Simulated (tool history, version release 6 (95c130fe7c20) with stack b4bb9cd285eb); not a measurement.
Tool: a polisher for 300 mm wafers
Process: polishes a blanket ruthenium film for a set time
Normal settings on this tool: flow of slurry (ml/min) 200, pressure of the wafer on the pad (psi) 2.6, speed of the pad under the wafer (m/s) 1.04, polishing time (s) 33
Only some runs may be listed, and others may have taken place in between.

run	hour	flow of slurry (ml/min)	pressure of the wafer on the pad (psi)	speed of the pad under the wafer (m/s)	polishing time (s)	incoming thickness of the incoming film, nm	film removed (Å)
1	0.0	200	2.6	1.04	33	253.6	426
2	36.2	200	2.6	1.04	33	245.8	429
# hour 79.7: slurry nozzle cleaned
3	91.8	200	2.6	1.16	33	251.7	476
4	207.2	200	2.6	1.16	33	253.7	474
# hour 253.1: worn pad replaced by a new one
# hour 276.2: head pressure recalibrated
5	280.1	200	2.6	1.16	33	248.2	484
6	345.4	200	2.6	1.04	33	253.7	443
7	413.4	200	2.6	1.04	33	245.7	439
8	494.9	200	2.6	1.04	33	253.9	432
9	554.4	200	2.3	1.04	42	250.6	508
10	625.3	200	2.3	1.04	42	250.6	503
11	721.5	200	2.3	1.04	42	252.4	503
12	775.4	200	2.6	1.32	33	253.3	550
# hour 825.6: slurry nozzle cleaned
13	975.6	200	2.6	1.32	33	250.9	534
# hour 1021.1: worn pad replaced by a new one
14	1033.6	200	2.6	1.32	33	246.7	532
15	1320.0	200	2.6	1.04	33	249.2	425
# hour 1376.9: head pressure recalibrated
16	1427.7	200	2.6	1.04	30	255.0	405
# hour 1511.1: slurry nozzle cleaned
17	1511.7	200	2.6	1.04	27	246.2	356
18	1571.5	200	2.2	1.04	28	250.2	321
19	1638.9	200	2.3	1.04	42	247.5	509
20	1709.2	155	3.3	1.04	43	249.3	659
# hour 1715.6: worn pad replaced by a new one
21	1757.7	150	2.1	0.86	38	245.8	339
22	1821.4	170	3.3	0.68	39	250.3	391
23	1868.0	200	2.0	1.04	26	251.2	281
24	1940.9	200	2.6	1.04	24	248.4	316
25	2024.5	200	2.6	1.04	33	251.1	422
26	2106.1	200	2.6	1.04	33	250.2	430
# hour 2152.9: slurry nozzle cleaned
27	2198.5	140	3.2	1.22	21	248.0	363
# hour 2246.2: head pressure recalibrated
28	2256.2	200	2.6	1.04	27	249.4	358
29	2293.7	200	2.0	1.04	23	247.8	253
30	2372.3	170	2.6	1.14	33	250.1	469

Forecast run 31:
31	2431.0	220	2.1	0.92	33	248.9	?

film removed (Å): 335
Without the tool's hidden state the same run would have given film removed (Å) 341.
